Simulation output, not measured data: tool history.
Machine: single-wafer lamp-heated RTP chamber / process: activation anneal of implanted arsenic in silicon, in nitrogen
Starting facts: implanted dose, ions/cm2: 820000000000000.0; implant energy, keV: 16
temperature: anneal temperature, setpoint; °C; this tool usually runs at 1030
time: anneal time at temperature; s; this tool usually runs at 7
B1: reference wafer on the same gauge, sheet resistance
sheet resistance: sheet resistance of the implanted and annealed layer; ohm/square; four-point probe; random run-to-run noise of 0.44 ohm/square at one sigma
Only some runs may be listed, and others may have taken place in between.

{"run": 1, "hour": 0.0, "temperature": 1023, "time": 7, "B1": 188.05, "sheet resistance": 160.34}
{"hour": 28.5, "done": "pyrometer window cleaned and pyrometer calibrated"}
{"hour": 54.4, "done": "reflector plate cleaned"}
{"run": 2, "hour": 56.7, "temperature": 1023, "time": 7, "B1": 188.04, "sheet resistance": 163.96}
{"run": 3, "hour": 83.5, "temperature": 1030, "time": 7, "B1": 187.94, "sheet resistance": 161.5}
{"run": 4, "hour": 129.0, "temperature": 1030, "time": 7, "B1": 187.96, "sheet resistance": 161.46}
{"run": 5, "hour": 172.3, "temperature": 1030, "time": 7, "B1": 188.17, "sheet resistance": 160.92}
{"run": 6, "hour": 213.9, "temperature": 1030, "time": 7, "B1": 187.99, "sheet resistance": 160.36}
{"run": 7, "hour": 269.8, "temperature": 1030, "time": 7, "B1": 188.06, "sheet resistance": 161.03}
{"run": 8, "hour": 328.1, "temperature": 1030, "time": 7, "B1": 187.98, "sheet resistance": 161.13}
{"run": 9, "hour": 358.7, "temperature": 1030, "time": 7, "B1": 187.95, "sheet resistance": 160.56}
{"run": 10, "hour": 400.9, "temperature": 1030, "time": 7, "B1": 188.04, "sheet resistance": 159.75}
{"hour": 457.5, "done": "pyrometer window cleaned and pyrometer calibrated"}
{"run": 11, "hour": 458.0, "temperature": 1030, "time": 7, "B1": 187.96, "sheet resistance": 160.62}
{"run": 12, "hour": 484.6, "temperature": 1030, "time": 7, "B1": 188.01, "sheet resistance": 159.77}
{"run": 13, "hour": 556.6, "temperature": 1030, "time": 7, "B1": 187.91, "sheet resistance": 159.81}
{"hour": 575.7, "done": "gauge calibrated"}
{"run": 14, "hour": 617.9, "temperature": 1007, "time": 6, "B1": 187.97, "sheet resistance": 168.52}
{"run": 15, "hour": 650.8, "temperature": 1030, "time": 10, "B1": 188.02, "sheet resistance": 155.34}
{"run": 16, "hour": 704.5, "temperature": 1030, "time": 7, "B1": 187.92, "sheet resistance": 160.2}
{"run": 17, "hour": 772.2, "temperature": 1000, "time": 11, "B1": 187.93, "sheet resistance": 164.1}
{"run": 18, "hour": 836.2, "temperature": 1030, "time": 7, "B1": 187.95, "sheet resistance": 159.08}
{"run": 19, "hour": 887.0, "temperature": 1018, "time": 4, "B1": 187.98, "sheet resistance": 168.79}
{"run": 20, "hour": 933.0, "temperature": 1021, "time": 3, "B1": 187.87, "sheet resistance": 170.66}
{"hour": 952.3, "done": "pyrometer window cleaned and pyrometer calibrated"}
{"run": 21, "hour": 1001.6, "temperature": 1047, "time": 7, "B1": 187.93, "sheet resistance": 153.68}
{"hour": 1038.2, "done": "reflector plate cleaned"}
{"run": 22, "hour": 1049.1, "temperature": 1002, "time": 10, "B1": 187.98, "sheet resistance": 166.86}
{"run": 23, "hour": 1110.0, "temperature": 1030, "time": 7, "B1": 188.12, "sheet resistance": 160.63}
{"run": 24, "hour": 1176.8, "temperature": 1030, "time": 7, "B1": 187.94, "sheet resistance": 160.13}
{"run": 25, "hour": 1202.4, "temperature": 1030, "time": 7, "B1": 187.9, "sheet resistance": 160.8}
{"run": 26, "hour": 1347.1, "temperature": 1042, "time": 3, "B1": 188.06, "sheet resistance": 165.84}
{"hour": 1359.7, "done": "gauge calibrated"}
{"run": 27, "hour": 1389.3, "temperature": 1038, "time": 3, "B1": 187.94, "sheet resistance": 167.46}

Here are 5 independent what-if runs from the current tool condition. What would each one return?
{"run": "A", "hour": 1389.7, "temperature": 1006, "time": 7, "B1": "?", "sheet resistance": "?"}
{"run": "B", "hour": 1389.7, "temperature": 1039, "time": 5, "B1": "?", "sheet resistance": "?"}
{"run": "C", "hour": 1389.7, "temperature": 1010, "time": 7, "B1": "?", "sheet resistance": "?"}
{"run": "D", "hour": 1389.7, "temperature": 1004, "time": 8, "B1": "?", "sheet resistance": "?"}
{"run": "E", "hour": 1389.7, "temperature": 1003, "time": 4, "B1": "?", "sheet resistance": "?"}

run=A B1=188.01 sheet_resistance=167.68
run=B B1=188.01 sheet_resistance=161.42
run=C B1=188.01 sheet_resistance=166.43
run=D B1=188.01 sheet_resistance=166.87
run=E B1=188.01 sheet_resistance=174.14
Take away the tool's hidden state, keep each run's random variation, and the runs would have read:
run=A sheet_resistance=168.89
run=B sheet_resistance=162.54
run=C sheet_resistance=167.65
run=D sheet_resistance=168.11
run=E sheet_resistance=175.25
